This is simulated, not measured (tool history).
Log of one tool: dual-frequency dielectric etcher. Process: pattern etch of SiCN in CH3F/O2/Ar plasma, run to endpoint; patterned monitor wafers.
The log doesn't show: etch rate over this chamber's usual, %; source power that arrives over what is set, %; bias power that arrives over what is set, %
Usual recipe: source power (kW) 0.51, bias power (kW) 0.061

run	hour	source power (kW)	bias power (kW)	wafers since the last listed run	hours since the last wet clean	hours since the last source power generator calibration	hours since the last bias power generator calibration	hours since the last upper electrode change	incoming incoming film thickness, nm	endpoint time (s)
1	0	0.55	0.071	0	518.1	2356.2	1737	5025.8	9.55	19.9
2	17.9	0.55	0.071	194	536	2374.1	1754.9	5043.7	9.49	19.8
3	33.2	0.51	0.061	165	551.3	2389.4	1770.2	5059	9.61	21.6
# hour 65.4: wet clean of the chamber
4	65.9	0.51	0.061	94	0.5	2422.1	1802.9	5091.7	9.41	22.9
5	66.2	0.51	0.061	3	0.8	2422.4	1803.2	5092	9.42	23
6	66.5	0.51	0.061	3	1.1	2422.7	1803.5	5092.3	9.49	22.9
# hour 72.5: source power generator calibrated
# hour 73.2: bias power generator calibrated
7	77.7	0.61	0.061	70	12.3	5.2	4.5	5103.5	9.38	20.8
8	87.8	0.59	0.05	109	22.4	15.3	14.6	5113.6	9.49	22.7
# hour 119.9: upper electrode replaced
9	120.4	0.43	0.067	93	55	47.9	47.2	0.5	9.44	24.2
10	120.7	0.51	0.061	3	55.3	48.2	47.5	0.8	9.6	23.2
11	123.8	0.47	0.067	33	58.4	51.3	50.6	3.9	9.61	23.5
12	136.5	0.51	0.061	137	71.1	64	63.3	16.6	9.38	22.6
13	146.5	0.46	0.065	108	81.1	74	73.3	26.6	9.55	23.8
14	160.7	0.6	0.07	154	95.3	88.2	87.5	40.8	9.69	20.6
15	174.1	0.41	0.061	145	108.7	101.6	100.9	54.2	9.46	25.6

5 ways to go on from here, each from the tool as it stands after run 15. What would each give?
A	174.5	0.6	0.061	4	109.1	102	101.3	54.6	9.54	?
B	174.5	0.59	0.055	4	109.1	102	101.3	54.6	9.54	?
C	174.5	0.51	0.066	4	109.1	102	101.3	54.6	9.54	?
D	174.5	0.43	0.069	4	109.1	102	101.3	54.6	9.54	?
E	174.5	0.38	0.071	4	109.1	102	101.3	54.6	9.54	?

run	endpoint time (s)
A	21.2
B	22
C	22.4
D	24.2
E	25.6
Without the tool's unlogged condition, the same runs would have read:
run	endpoint time (s)
A	21.2
B	22
C	22.4
D	24.1
E	25.6
